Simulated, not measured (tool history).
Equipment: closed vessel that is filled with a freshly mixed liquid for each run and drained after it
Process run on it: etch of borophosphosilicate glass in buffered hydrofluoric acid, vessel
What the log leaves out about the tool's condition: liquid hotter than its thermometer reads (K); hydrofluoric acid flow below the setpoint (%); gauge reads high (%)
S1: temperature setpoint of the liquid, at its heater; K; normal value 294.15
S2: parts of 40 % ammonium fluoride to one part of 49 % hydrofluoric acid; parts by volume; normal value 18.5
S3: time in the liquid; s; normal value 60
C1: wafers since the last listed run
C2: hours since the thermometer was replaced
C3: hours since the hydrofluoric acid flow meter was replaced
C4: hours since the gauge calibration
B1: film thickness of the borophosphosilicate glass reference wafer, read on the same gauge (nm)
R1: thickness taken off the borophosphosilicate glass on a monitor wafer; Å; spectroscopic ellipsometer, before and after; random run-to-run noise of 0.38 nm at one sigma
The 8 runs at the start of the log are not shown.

Run 9, hour 105.6: usual settings but S2 17 parts by volume; C1 645; C2 1532.4; C3 981.3; C4 401.4; B1 49.99. Result: R1 603.9 Å.
Run 10, hour 112.6: usual settings but S3 80 s; C1 496; C2 1539.4; C3 988.3; C4 408.4; B1 50.01. Result: R1 744.4 Å.
At hour 125.5: gauge calibrated.
Run 11, hour 151.3: usual settings but S3 80 s; C1 2746; C2 1578.1; C3 1027; C4 25.8; B1 50. Result: R1 741.1 Å.
Run 12, hour 160.4: usual settings but S3 80 s; C1 645; C2 1587.2; C3 1036.1; C4 34.9; B1 50.01. Result: R1 747.4 Å.
Run 13, hour 174.9: usual settings but S3 95 s; C1 1029; C2 1601.7; C3 1050.6; C4 49.4; B1 49.99. Result: R1 872.8 Å.
At hour 184.3: hydrofluoric acid flow meter replaced.
Run 14, hour 184.8: usual settings; C1 631; C2 1611.6; C3 0.5; C4 59.3; B1 50.03. Result: R1 556.2 Å.
Run 15, hour 202: usual settings; C1 1220; C2 1628.8; C3 17.7; C4 76.5; B1 50.01. Result: R1 557.2 Å.
Run 16, hour 212.2: usual settings but S2 21.5 parts by volume, S3 80 s; C1 723; C2 1639; C3 27.9; C4 86.7; B1 50. Result: R1 663.1 Å.
Run 17, hour 254.3: usual settings; C1 2988; C2 1681.1; C3 70; C4 128.8; B1 50.01. Result: R1 560.7 Å.
Run 18, hour 270.5: usual settings but S2 24 parts by volume; C1 1149; C2 1697.3; C3 86.2; C4 145; B1 50. Result: R1 455.6 Å.
Run 19, hour 277.4: usual settings but S2 11.5 parts by volume, S3 30 s; C1 489; C2 1704.2; C3 93.1; C4 151.9; B1 50.03. Result: R1 455.1 Å.
Run 20, hour 291.1: usual settings but S1 290.65 K, S2 23.5 parts by volume, S3 80 s; C1 972; C2 1717.9; C3 106.8; C4 165.6; B1 49.99. Result: R1 521.2 Å.
At hour 297.8: thermometer replaced.
Run 21, hour 306.6: usual settings but S1 297.65 K, S2 13 parts by volume, S3 45 s; C1 1029; C2 8.8; C3 122.3; C4 181.1; B1 49.99. Result: R1 641.4 Å.
Run 22, hour 319: usual settings but S1 296.15 K, S2 12.5 parts by volume, S3 85 s; C1 880; C2 21.2; C3 134.7; C4 193.5; B1 49.98. Result: R1 1147.9 Å.
Run 23, hour 329.6: usual settings but S1 296.15 K, S2 21 parts by volume, S3 35 s; C1 752; C2 31.8; C3 145.3; C4 204.1; B1 50. Result: R1 290.4 Å.
Run 24, hour 341.7: usual settings but S2 24.5 parts by volume; C1 858; C2 43.9; C3 157.4; C4 216.2; B1 50. Result: R1 395.1 Å.
Run 25, hour 352: usual settings; C1 731; C2 54.2; C3 167.7; C4 226.5; B1 49.96. Result: R1 497.8 Å.
Run 26, hour 365.1: usual settings; C1 929; C2 67.3; C3 180.8; C4 239.6; B1 50. Result: R1 495.7 Å.
Run 27, hour 379.4: usual settings but S1 298.65 K, S2 12 parts by volume, S3 75 s; C1 1014; C2 81.6; C3 195.1; C4 253.9; B1 50. Result: R1 1202.2 Å.
Run 28, hour 389.7: usual settings but S1 291.15 K, S2 14.5 parts by volume, S3 30 s; C1 731; C2 91.9; C3 205.4; C4 264.2; B1 50.01. Result: R1 271.5 Å.
Run 29, hour 437.5: usual settings but S3 70 s; C1 3392; C2 139.7; C3 253.2; C4 312; B1 49.99. Result: R1 582.2 Å.
Run 30, hour 468.8: usual settings; C1 2221; C2 171; C3 284.5; C4 343.3; B1 49.98. Result: R1 502.2 Å.
Run 31, hour 478.1: usual settings but S1 292.15 K, S2 23.5 parts by volume; C1 660; C2 180.3; C3 293.8; C4 352.6; B1 49.99. Result: R1 367.9 Å.
Run 32, hour 494.4: usual settings but S1 296.65 K, S2 24.5 parts by volume; C1 1156; C2 196.6; C3 310.1; C4 368.9; B1 50.02. Result: R1 460.9 Å.
Run 33, hour 502.7: usual settings but S1 297.65 K; C1 589; C2 204.9; C3 318.4; C4 377.2; B1 49.98. Result: R1 605.2 Å.

Forecast each of these 3 alternatives for the next run:
Run A, hour 503.4: usual settings; C1 49; C2 205.6; C3 319.1; C4 377.9; B1 ?. Result: R1 ?.
Run B, hour 503.4: usual settings but S1 290.15 K, S2 22.5 parts by volume; C1 49; C2 205.6; C3 319.1; C4 377.9; B1 ?. Result: R1 ?.
Run C, hour 503.4: usual settings but S1 290.15 K, S3 30 s; C1 49; C2 205.6; C3 319.1; C4 377.9; B1 ?. Result: R1 ?.

run     B1     R1
  A  50.01  506.5
  B  50.01  345.7
  C  50.01  202.7
Without the tool's unlogged condition, the same runs would have read:
run     R1
  A  492.7
  B  336.1
  C    197
